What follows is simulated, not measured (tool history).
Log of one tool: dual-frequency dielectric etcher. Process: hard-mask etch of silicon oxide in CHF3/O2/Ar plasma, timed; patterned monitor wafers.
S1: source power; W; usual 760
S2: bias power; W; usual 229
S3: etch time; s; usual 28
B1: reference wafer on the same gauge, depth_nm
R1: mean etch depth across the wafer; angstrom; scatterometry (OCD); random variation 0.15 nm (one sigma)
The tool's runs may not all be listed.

run	day	S1	S2	S3	B1	R1
1	0	760	229	28	58.1	605
# day 0.758: wet clean of the chamber
2	1.975	760	229	28	58.1	610
3	3.696	760	229	28	58.1	610
4	5.579	760	229	28	58.1	609
# day 6.175: gauge calibrated
5	7.8	760	229	28	58.1	607
6	9.596	760	229	28	58.1	605
7	10.854	810	229	28	58.1	629
8	12.371	810	229	28	58.1	628
9	13.796	760	229	28	58.1	604
# day 17.204: wet clean of the chamber
10	17.225	760	229	28	58.1	611
# day 21.638: upper electrode replaced
11	21.658	760	245	31.5	58.1	711
12	23.092	760	245	31.5	58.1	711
# day 24.925: bias power generator calibrated
13	24.946	760	245	31.5	58.1	731
14	27.05	760	207	25.5	58.1	541
15	29.325	600	260	28	58.1	577
# day 30.579: source power generator calibrated
16	32.279	820	229	24	58.1	556
17	33.346	620	207	28	58.1	522
# day 34.954: wet clean of the chamber
18	35.475	590	229	28	58.1	536
19	38.046	760	229	28	58.1	626
20	40.583	760	229	28	58.1	621
# day 41.042: gauge calibrated
21	41.867	760	229	28	58.1	623
22	43.471	920	252	19.5	58.1	503
23	46.421	880	229	30.5	58.1	733
24	48.333	760	229	28	58.1	618
25	49.471	760	193	25	58.1	504
26	51.608	760	194	28	58.1	565
27	53.075	660	229	28	58.1	566

Run 28 comes next. What will it give?
# day 54.379: wet clean of the chamber
28	54.667	760	229	28	?	?

B1: 58.1
R1: 625 angstrom
Without the tool's hidden state the same run would have given R1 630 angstrom.
